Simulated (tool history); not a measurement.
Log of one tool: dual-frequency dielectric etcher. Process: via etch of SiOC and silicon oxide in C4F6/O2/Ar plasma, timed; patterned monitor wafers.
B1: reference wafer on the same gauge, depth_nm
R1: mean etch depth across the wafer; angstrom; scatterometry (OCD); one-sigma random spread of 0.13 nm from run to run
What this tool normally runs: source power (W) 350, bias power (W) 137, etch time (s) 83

{"run": 1, "day": 0.0, "source power (W)": 350, "bias power (W)": 120, "etch time (s)": 83, "B1": 70.9, "R1": 826}
{"day": 1.088, "done": "wet clean of the chamber"}
{"run": 2, "day": 1.933, "source power (W)": 350, "bias power (W)": 120, "etch time (s)": 83, "B1": 70.9, "R1": 818}
{"run": 3, "day": 3.75, "source power (W)": 350, "bias power (W)": 120, "etch time (s)": 83, "B1": 70.9, "R1": 815}
{"run": 4, "day": 5.454, "source power (W)": 350, "bias power (W)": 137, "etch time (s)": 83, "B1": 70.9, "R1": 835}
{"day": 5.958, "done": "gauge calibrated"}
{"run": 5, "day": 8.292, "source power (W)": 350, "bias power (W)": 137, "etch time (s)": 83, "B1": 70.9, "R1": 834}
{"run": 6, "day": 10.554, "source power (W)": 350, "bias power (W)": 137, "etch time (s)": 83, "B1": 70.9, "R1": 834}
{"run": 7, "day": 11.825, "source power (W)": 350, "bias power (W)": 137, "etch time (s)": 83, "B1": 70.9, "R1": 839}
{"run": 8, "day": 13.817, "source power (W)": 420, "bias power (W)": 160, "etch time (s)": 83, "B1": 70.9, "R1": 938}
{"run": 9, "day": 14.967, "source power (W)": 350, "bias power (W)": 137, "etch time (s)": 83, "B1": 70.9, "R1": 839}
{"day": 16.254, "done": "wet clean of the chamber"}
{"run": 10, "day": 17.146, "source power (W)": 350, "bias power (W)": 137, "etch time (s)": 83, "B1": 70.9, "R1": 828}
{"run": 11, "day": 18.358, "source power (W)": 350, "bias power (W)": 137, "etch time (s)": 83, "B1": 70.8, "R1": 830}
{"run": 12, "day": 20.104, "source power (W)": 350, "bias power (W)": 152, "etch time (s)": 83, "B1": 70.9, "R1": 845}
{"run": 13, "day": 22.121, "source power (W)": 320, "bias power (W)": 137, "etch time (s)": 83, "B1": 70.9, "R1": 796}
{"day": 25.446, "done": "bias power generator calibrated"}
{"day": 26.196, "done": "source power generator calibrated"}
{"run": 14, "day": 27.733, "source power (W)": 350, "bias power (W)": 137, "etch time (s)": 83, "B1": 70.9, "R1": 849}
{"run": 15, "day": 28.917, "source power (W)": 350, "bias power (W)": 137, "etch time (s)": 83, "B1": 70.9, "R1": 849}
{"run": 16, "day": 31.521, "source power (W)": 350, "bias power (W)": 151, "etch time (s)": 83, "B1": 71, "R1": 866}
{"day": 32.758, "done": "wet clean of the chamber"}
{"run": 17, "day": 34.067, "source power (W)": 350, "bias power (W)": 103, "etch time (s)": 83, "B1": 70.9, "R1": 811}
{"day": 34.921, "done": "gauge calibrated"}
{"day": 35.408, "done": "upper electrode replaced"}
{"run": 18, "day": 35.429, "source power (W)": 400, "bias power (W)": 121, "etch time (s)": 71, "B1": 70.9, "R1": 756}
{"run": 19, "day": 36.583, "source power (W)": 290, "bias power (W)": 137, "etch time (s)": 95, "B1": 70.9, "R1": 882}
{"run": 20, "day": 37.979, "source power (W)": 290, "bias power (W)": 153, "etch time (s)": 83, "B1": 70.9, "R1": 784}
{"run": 21, "day": 39.575, "source power (W)": 350, "bias power (W)": 137, "etch time (s)": 83, "B1": 70.9, "R1": 847}
{"run": 22, "day": 41.242, "source power (W)": 380, "bias power (W)": 120, "etch time (s)": 95, "B1": 70.9, "R1": 991}
{"run": 23, "day": 43.925, "source power (W)": 350, "bias power (W)": 163, "etch time (s)": 83, "B1": 70.9, "R1": 874}
{"run": 24, "day": 46.821, "source power (W)": 280, "bias power (W)": 122, "etch time (s)": 61, "B1": 70.9, "R1": 551}

For some of the steps in R1 from one run to the next: how much would appear even if the tool had no hidden state, given the settings, what came in and random variation, and how much remains for the hidden state plus any gauge scatter that the measured result and the result without hidden state don't share?
Unlogged tool condition in this case: etch rate over this chamber's usual, %; source power that arrives over what is set, %; bias power that arrives over what is set, %; gauge reads high (%).
Run 1 -> 2: wet clean of the chamber. R1 -8 angstrom: hidden state -10, all else +2.
Run 13 -> 14: source power (W) 320 -> 350, bias power generator calibrated, source power generator calibrated. R1 +53 angstrom: hidden state +20, all else +33.
Run 21 -> 22: source power (W) 350 -> 380, bias power (W) 137 -> 120, etch time (s) 83 -> 95. R1 +144 angstrom: hidden state +2, all else +142.
Run 23 -> 24: source power (W) 350 -> 280, bias power (W) 163 -> 122, etch time (s) 83 -> 61. R1 -323 angstrom: hidden state -2, all else -321.

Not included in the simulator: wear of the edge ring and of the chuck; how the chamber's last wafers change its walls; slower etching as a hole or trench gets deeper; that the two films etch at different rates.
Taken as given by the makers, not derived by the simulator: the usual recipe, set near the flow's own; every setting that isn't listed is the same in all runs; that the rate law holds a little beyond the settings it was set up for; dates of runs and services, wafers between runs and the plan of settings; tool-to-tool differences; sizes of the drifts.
